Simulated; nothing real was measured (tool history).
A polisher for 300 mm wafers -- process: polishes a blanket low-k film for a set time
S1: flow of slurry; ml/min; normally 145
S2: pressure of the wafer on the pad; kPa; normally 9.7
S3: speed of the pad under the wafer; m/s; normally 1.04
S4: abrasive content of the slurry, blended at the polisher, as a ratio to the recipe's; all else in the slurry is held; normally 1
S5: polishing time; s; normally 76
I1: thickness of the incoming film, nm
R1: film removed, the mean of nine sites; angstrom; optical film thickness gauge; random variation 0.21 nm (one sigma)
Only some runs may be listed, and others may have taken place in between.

run,day,S1,S2,S3,S4,S5,I1,R1
1,0,145,9.7,1.04,1,76,501.1,214
2,0.35,145,9.7,1.04,1,76,504.1,219
3,0.825,145,9.7,1.04,1,76,509.6,219
4,1.171,145,9.7,1.04,0.8,76,505.7,198
# day 1.912: worn pad replaced by a new one
5,1.933,145,9.7,1.04,0.8,76,500.5,200
6,2.233,145,9.7,1.04,0.8,76,497.3,198
7,2.842,145,9.7,1.2,1,76,494.6,241
8,3.171,145,9,1.04,1,76,495.2,200
9,3.433,145,9.7,1.22,1,76,495.6,240
# day 3.967: head pressure recalibrated
10,4.004,145,9.7,1.22,1,76,496.2,240
# day 4.592: conditioning disc replaced and pad reconditioned
11,4.742,145,9.7,1.04,1,76,496.5,214
# day 5.146: worn pad replaced by a new one
12,5.683,175,9.7,1.14,0.75,76,507.5,215
# day 5.796: slurry nozzle cleaned
13,5.962,145,13.1,1.04,0.7,76,499.6,253
14,6.529,145,9.7,1.04,1,76,502.1,219
15,7.179,145,9.7,1.04,1,76,498.3,217
# day 7.404: slurry blender recalibrated
16,7.588,145,8.3,1.04,1,76,506,188
17,8.054,145,9.7,1.04,1,50,505.1,143
# day 8.879: worn pad replaced by a new one
18,8.9,145,6.9,1.04,1,94,499.7,193
19,9.492,145,9.7,1.14,1,89,497.3,275
20,10.179,145,9.7,1.04,1,50,506.9,144
21,10.471,145,9.7,1.04,1,76,500.3,218
22,11.425,145,9.7,1.04,0.85,76,505.6,205
23,12.121,170,13.1,1.04,1,76,501.9,300

Each row is a separate what-if for the run after 23, all from the same tool condition, not one after another. Results?
A,12.138,145,9.7,1.04,0.9,76,507.5,?
B,12.138,100,9.7,1.04,1,103,507.5,?
C,12.138,125,13.1,1.04,0.75,90,507.5,?
D,12.138,145,9.7,0.9,0.75,76,507.5,?

run,R1
A,210
B,273
C,304
D,178
Without the tool's hidden state the same runs would have given:
run,R1
A,210
B,273
C,304
D,178
